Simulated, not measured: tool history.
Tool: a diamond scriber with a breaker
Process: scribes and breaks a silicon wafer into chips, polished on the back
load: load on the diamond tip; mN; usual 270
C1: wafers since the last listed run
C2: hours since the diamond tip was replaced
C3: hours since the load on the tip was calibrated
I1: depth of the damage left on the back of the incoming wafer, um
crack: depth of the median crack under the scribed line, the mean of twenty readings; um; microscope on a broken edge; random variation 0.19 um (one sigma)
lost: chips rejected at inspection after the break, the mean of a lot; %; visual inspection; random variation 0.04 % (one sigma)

Run 1, hour 0: usual settings but load 235 mN; C1 0; C2 158.3; C3 220.7; I1 0.02. Result: crack 10.18 um, lost 8.45 %.
Run 2, hour 48.6: usual settings but load 235 mN; C1 141; C2 206.9; C3 269.3; I1 0.04. Result: crack 10 um, lost 9.47 %.
Run 3, hour 82.6: usual settings but load 214 mN; C1 98; C2 240.9; C3 303.3; I1 0.02. Result: crack 9.21 um, lost 21.39 %.
Run 4, hour 129.8: usual settings but load 214 mN; C1 137; C2 288.1; C3 350.5; I1 0.05. Result: crack 9.08 um, lost 23.83 %.
Run 5, hour 170.5: usual settings but load 290 mN; C1 118; C2 328.8; C3 391.2; I1 0.04. Result: crack 11.87 um, lost 1.41 %.
Run 6, hour 218.6: usual settings but load 290 mN; C1 139; C2 376.9; C3 439.3; I1 0.02. Result: crack 11.69 um, lost 1.29 %.
At hour 261.1: diamond tip replaced by a new one.
Run 7, hour 282.2: usual settings but load 290 mN; C1 179; C2 21.1; C3 502.9; I1 0.02. Result: crack 12.27 um, lost 2.49 %.
At hour 311.9: load on the tip recalibrated.
Run 8, hour 337.4: usual settings; C1 154; C2 76.3; C3 25.5; I1 0.05. Result: crack 11.6 um, lost 1.31 %.
Run 9, hour 369.7: usual settings; C1 94; C2 108.6; C3 57.8; I1 0.02. Result: crack 11.36 um, lost 1.28 %.
Run 10, hour 414.8: usual settings; C1 131; C2 153.7; C3 102.9; I1 0.03. Result: crack 11.56 um, lost 1.37 %.
Run 11, hour 481.8: usual settings but load 209 mN; C1 194; C2 220.7; C3 169.9; I1 0.02. Result: crack 8.59 um, lost 24.44 %.
Run 12, hour 524.2: usual settings but load 314 mN; C1 123; C2 263.1; C3 212.3; I1 0.03. Result: crack 12.87 um, lost 5.16 %.
Run 13, hour 570.5: usual settings but load 324 mN; C1 134; C2 309.4; C3 258.6; I1 0.05. Result: crack 13.01 um, lost 6.5 %.
Run 14, hour 617.8: usual settings; C1 137; C2 356.7; C3 305.9; I1 0.01. Result: crack 10.89 um, lost 2.36 %.
Run 15, hour 685.7: usual settings but load 246 mN; C1 197; C2 424.6; C3 373.8; I1 0.04. Result: crack 9.89 um, lost 10.86 %.
At hour 705.9: diamond tip replaced by a new one, of another model than before.
Run 16, hour 739: usual settings but load 246 mN; C1 149; C2 33.1; C3 427.1; I1 0.03. Result: crack 11.06 um, lost 2.33 %.
Run 17, hour 806.3: usual settings but load 246 mN; C1 195; C2 100.4; C3 494.4; I1 0.02. Result: crack 10.88 um, lost 2.4 %.
At hour 844.8: load on the tip recalibrated.
Run 18, hour 917.5: usual settings; C1 317; C2 211.6; C3 72.7; I1 0.02. Result: crack 11.3 um, lost 1.42 %.
Run 19, hour 1049: usual settings; C1 382; C2 343.1; C3 204.2; I1 0.02. Result: crack 11.36 um, lost 1.92 %.
Run 20, hour 1079.2: usual settings; C1 87; C2 373.3; C3 234.4; I1 0.04. Result: crack 10.93 um, lost 2.15 %.
Run 21, hour 1131.4: usual settings; C1 151; C2 425.5; C3 286.6; I1 0.02. Result: crack 10.82 um, lost 3.01 %.
Run 22, hour 1160.7: usual settings but load 296 mN; C1 85; C2 454.8; C3 315.9; I1 0.04. Result: crack 11.18 um, lost 1.54 %.
At hour 1194.3: diamond tip replaced by a new one.
Run 23, hour 1194.8: usual settings but load 213 mN; C1 93; C2 0.5; C3 350; I1 0.04. Result: crack 9.92 um, lost 7.73 %.
Run 24, hour 1258.6: usual settings but load 316 mN; C1 185; C2 64.3; C3 413.8; I1 0.02. Result: crack 12.69 um, lost 3.65 %.
Run 25, hour 1307.7: usual settings but load 293 mN; C1 142; C2 113.4; C3 462.9; I1 0.02. Result: crack 11.84 um, lost 1.64 %.
Run 26, hour 1332.5: usual settings but load 337 mN; C1 72; C2 138.2; C3 487.7; I1 0.02. Result: crack 13.3 um, lost 5.4 %.
At hour 1352.8: load on the tip recalibrated.
Run 27, hour 1362.9: usual settings; C1 82; C2 168.6; C3 10.1; I1 0.05. Result: crack 11.33 um, lost 1.41 %.
Run 28, hour 1429.7: usual settings but load 297 mN; C1 194; C2 235.4; C3 76.9; I1 0.05. Result: crack 11.9 um, lost 1.54 %.
Run 29, hour 1473.6: usual settings but load 229 mN; C1 127; C2 279.3; C3 120.8; I1 0.02. Result: crack 10.43 um, lost 6.75 %.
Run 30, hour 1499.8: usual settings but load 300 mN; C1 76; C2 305.5; C3 147; I1 0.04. Result: crack 12.03 um, lost 1.43 %.
Run 31, hour 1547.6: usual settings but load 227 mN; C1 139; C2 353.3; C3 194.8; I1 0.03. Result: crack 9.87 um, lost 8.55 %.
Run 32, hour 1585.3: usual settings but load 296 mN; C1 109; C2 391; C3 232.5; I1 0.03. Result: crack 11.66 um, lost 1.31 %.
Run 33, hour 1639.4: usual settings; C1 157; C2 445.1; C3 286.6; I1 0.05. Result: crack 10.58 um, lost 3.61 %.
At hour 1647.4: diamond tip replaced by a new one.
Run 34, hour 1710.1: usual settings; C1 199; C2 62.7; C3 357.3; I1 0.04. Result: crack 11.74 um, lost 1.23 %.
Run 35, hour 1747.9: usual settings but load 242 mN; C1 110; C2 100.5; C3 395.1; I1 0.04. Result: crack 10.52 um, lost 2.68 %.
Run 36, hour 1808.2: usual settings but load 225 mN; C1 175; C2 160.8; C3 455.4; I1 0.01. Result: crack 10.38 um, lost 5.78 %.
At hour 1839.8: load on the tip recalibrated.
Run 37, hour 1865.9: usual settings; C1 162; C2 218.5; C3 26.1; I1 0.04. Result: crack 11.17 um, lost 1.35 %.

The next listed run, before its measurement:
Run 38, hour 1896: usual settings but load 298 mN; C1 87; C2 248.6; C3 56.2; I1 0.01. Result: crack ?, lost ?.

{"run 38": {"crack": 11.75, "lost": 1.64}}
Without the tool's hidden state the same run would have given crack 12.02 um, lost 2.36 %.
